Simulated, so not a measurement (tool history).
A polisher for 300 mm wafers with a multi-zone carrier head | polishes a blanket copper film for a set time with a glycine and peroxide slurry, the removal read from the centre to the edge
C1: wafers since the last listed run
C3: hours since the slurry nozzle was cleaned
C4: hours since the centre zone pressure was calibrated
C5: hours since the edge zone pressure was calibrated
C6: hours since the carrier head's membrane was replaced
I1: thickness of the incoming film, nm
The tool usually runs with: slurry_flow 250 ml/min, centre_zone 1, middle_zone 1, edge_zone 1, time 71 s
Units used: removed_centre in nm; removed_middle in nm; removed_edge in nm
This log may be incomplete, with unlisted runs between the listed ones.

run 1 day=0 | slurry_flow=230 centre_zone=1 middle_zone=1 edge_zone=1 time=80 | C1=0 wafers_polished_on_this_pad=615 C3=385.3 C4=726.9 C5=48.5 C6=840.8 | I1=1000.4 | removed_centre=390.5 removed_middle=389.6 removed_edge=408.1
run 2 day=1.225 | slurry_flow=230 centre_zone=1 middle_zone=1 edge_zone=1 time=80 | C1=349 wafers_polished_on_this_pad=964 C3=414.7 C4=756.3 C5=77.9 C6=870.2 | I1=1018.7 | removed_centre=387.6 removed_middle=381 removed_edge=396.5
run 3 day=4.025 | slurry_flow=250 centre_zone=1 middle_zone=1 edge_zone=0.97 time=71 | C1=798 wafers_polished_on_this_pad=1763 C3=481.9 C4=823.5 C5=145.1 C6=937.4 | I1=1021.7 | removed_centre=345.6 removed_middle=345.2 removed_edge=349.5
run 4 day=6.271 | slurry_flow=250 centre_zone=1 middle_zone=1 edge_zone=0.97 time=71 | C1=640 wafers_polished_on_this_pad=2404 C3=535.8 C4=877.4 C5=199 C6=991.3 | I1=994.5 | removed_centre=340.1 removed_middle=336.6 removed_edge=349.6
-- day=6.517 carrier head's membrane replaced by a new one
run 5 day=9.212 | slurry_flow=250 centre_zone=1 middle_zone=1 edge_zone=1 time=71 | C1=779 wafers_polished_on_this_pad=3183 C3=606.4 C4=948 C5=269.6 C6=64.7 | I1=1025.4 | removed_centre=331.8 removed_middle=328 removed_edge=349.4
-- day=9.658 slurry nozzle cleaned
-- day=10.329 worn pad replaced by a new one
run 6 day=10.35 | slurry_flow=250 centre_zone=1 middle_zone=1 edge_zone=1 time=71 | C1=265 wafers_polished_on_this_pad=6 C3=16.6 C4=975.3 C5=296.9 C6=92 | I1=1003 | removed_centre=360.2 removed_middle=353.7 removed_edge=370.1
run 7 day=12.179 | slurry_flow=250 centre_zone=1 middle_zone=1 edge_zone=1 time=71 | C1=521 wafers_polished_on_this_pad=528 C3=60.5 C4=1019.2 C5=340.8 C6=135.9 | I1=1013.6 | removed_centre=354.3 removed_middle=354.3 removed_edge=373.7
run 8 day=13.717 | slurry_flow=250 centre_zone=1 middle_zone=1 edge_zone=1 time=58 | C1=438 wafers_polished_on_this_pad=966 C3=97.4 C4=1056.1 C5=377.7 C6=172.8 | I1=1022.9 | removed_centre=303.4 removed_middle=295.7 removed_edge=299.3
run 9 day=14.883 | slurry_flow=215 centre_zone=1.09 middle_zone=1 edge_zone=1.03 time=50 | C1=332 wafers_polished_on_this_pad=1299 C3=125.4 C4=1084.1 C5=405.7 C6=200.8 | I1=998.8 | removed_centre=266.2 removed_middle=246.1 removed_edge=261.6
run 10 day=16.592 | slurry_flow=300 centre_zone=1.04 middle_zone=1.03 edge_zone=0.89 time=71 | C1=487 wafers_polished_on_this_pad=1786 C3=166.4 C4=1125.1 C5=446.7 C6=241.8 | I1=1016.3 | removed_centre=387.8 removed_middle=371 removed_edge=354.7
run 11 day=18.175 | slurry_flow=250 centre_zone=1 middle_zone=1 edge_zone=1 time=71 | C1=451 wafers_polished_on_this_pad=2238 C3=204.4 C4=1163.1 C5=484.7 C6=279.8 | I1=1007.2 | removed_centre=349.3 removed_middle=347.2 removed_edge=367.7
-- day=19.425 edge zone pressure recalibrated
run 12 day=19.646 | slurry_flow=250 centre_zone=1 middle_zone=1 edge_zone=0.97 time=71 | C1=395 wafers_polished_on_this_pad=2634 C3=239.7 C4=1198.4 C5=5.3 C6=315.1 | I1=1000.6 | removed_centre=351.7 removed_middle=356 removed_edge=367.3
run 13 day=22.458 | slurry_flow=330 centre_zone=0.92 middle_zone=1 edge_zone=1 time=54 | C1=802 wafers_polished_on_this_pad=3436 C3=307.2 C4=1265.9 C5=72.8 C6=382.6 | I1=1017.6 | removed_centre=254.8 removed_middle=276.9 removed_edge=280
-- day=23.654 worn pad replaced by a new one
run 14 day=23.875 | slurry_flow=250 centre_zone=0.93 middle_zone=1.06 edge_zone=1.08 time=71 | C1=356 wafers_polished_on_this_pad=63 C3=341.2 C4=1299.9 C5=106.8 C6=416.6 | I1=1026.1 | removed_centre=334 removed_middle=364.8 removed_edge=377.2
run 15 day=25.671 | slurry_flow=250 centre_zone=1 middle_zone=1 edge_zone=1.11 time=71 | C1=512 wafers_polished_on_this_pad=575 C3=384.3 C4=1343 C5=149.9 C6=459.7 | I1=1016.4 | removed_centre=349.3 removed_middle=360.7 removed_edge=383.4
run 16 day=26.675 | slurry_flow=250 centre_zone=1 middle_zone=1 edge_zone=1 time=71 | C1=286 wafers_polished_on_this_pad=861 C3=408.4 C4=1367.1 C5=174 C6=483.8 | I1=1002.7 | removed_centre=349.8 removed_middle=349.1 removed_edge=355.7
run 17 day=29.267 | slurry_flow=250 centre_zone=1 middle_zone=1.08 edge_zone=0.89 time=60 | C1=739 wafers_polished_on_this_pad=1601 C3=470.6 C4=1429.3 C5=236.2 C6=546 | I1=1007.9 | removed_centre=294.9 removed_middle=305.2 removed_edge=284
-- day=29.512 centre zone pressure recalibrated
run 18 day=32.796 | slurry_flow=250 centre_zone=1 middle_zone=0.92 edge_zone=1.03 time=71 | C1=983 wafers_polished_on_this_pad=2584 C3=555.3 C4=78.8 C5=320.9 C6=630.7 | I1=1015.3 | removed_centre=333.9 removed_middle=330.9 removed_edge=363.4
run 19 day=35.354 | slurry_flow=180 centre_zone=1.07 middle_zone=1 edge_zone=1 time=71 | C1=729 wafers_polished_on_this_pad=3314 C3=616.7 C4=140.2 C5=382.3 C6=692.1 | I1=1005.2 | removed_centre=315.7 removed_middle=304.5 removed_edge=329.8
-- day=36.371 worn pad replaced by a new one
run 20 day=37.658 | slurry_flow=250 centre_zone=1 middle_zone=1 edge_zone=1 time=71 | C1=609 wafers_polished_on_this_pad=367 C3=672 C4=195.5 C5=437.6 C6=747.4 | I1=1017.3 | removed_centre=320.2 removed_middle=324.7 removed_edge=343.3
-- day=38.079 slurry nozzle cleaned
run 21 day=39.379 | slurry_flow=250 centre_zone=1 middle_zone=1.04 edge_zone=1 time=71 | C1=479 wafers_polished_on_this_pad=846 C3=31.2 C4=236.8 C5=478.9 C6=788.7 | I1=1013.6 | removed_centre=355.6 removed_middle=364.5 removed_edge=363.8
run 22 day=41.396 | slurry_flow=250 centre_zone=1 middle_zone=1 edge_zone=0.97 time=64 | C1=575 wafers_polished_on_this_pad=1422 C3=79.6 C4=285.2 C5=527.3 C6=837.1 | I1=992.2 | removed_centre=314.6 removed_middle=317.8 removed_edge=322.4
run 23 day=44.225 | slurry_flow=200 centre_zone=0.88 middle_zone=1 edge_zone=1 time=71 | C1=807 wafers_polished_on_this_pad=2229 C3=147.5 C4=353.1 C5=595.2 C6=905 | I1=1018.4 | removed_centre=304.3 removed_middle=340.7 removed_edge=354.9

What if the next run were any one of these 3? Each begins from the tool's condition after run 23:
run A day=44.242 | slurry_flow=250 centre_zone=1 middle_zone=1 edge_zone=1 time=71 | C1=4 wafers_polished_on_this_pad=2233 C3=147.9 C4=353.5 C5=595.6 C6=905.4 | I1=993.6 | removed_centre=? removed_middle=? removed_edge=?
run B day=44.242 | slurry_flow=205 centre_zone=1 middle_zone=1 edge_zone=1.08 time=90 | C1=4 wafers_polished_on_this_pad=2233 C3=147.9 C4=353.5 C5=595.6 C6=905.4 | I1=993.6 | removed_centre=? removed_middle=? removed_edge=?
run C day=44.242 | slurry_flow=225 centre_zone=1.05 middle_zone=1 edge_zone=1 time=58 | C1=4 wafers_polished_on_this_pad=2233 C3=147.9 C4=353.5 C5=595.6 C6=905.4 | I1=993.6 | removed_centre=? removed_middle=? removed_edge=?

run=A removed_centre=351.1 removed_middle=359.7 removed_edge=366.5
run=B removed_centre=430.2 removed_middle=442.2 removed_edge=471
run=C removed_centre=296.2 removed_middle=289.3 removed_edge=296
With no hidden state in the tool, these same runs would have given:
run=A removed_centre=354.1 removed_middle=362.4 removed_edge=368.6
run=B removed_centre=434.7 removed_middle=446.3 removed_edge=474.2
run=C removed_centre=299 removed_middle=291.7 removed_edge=297.8
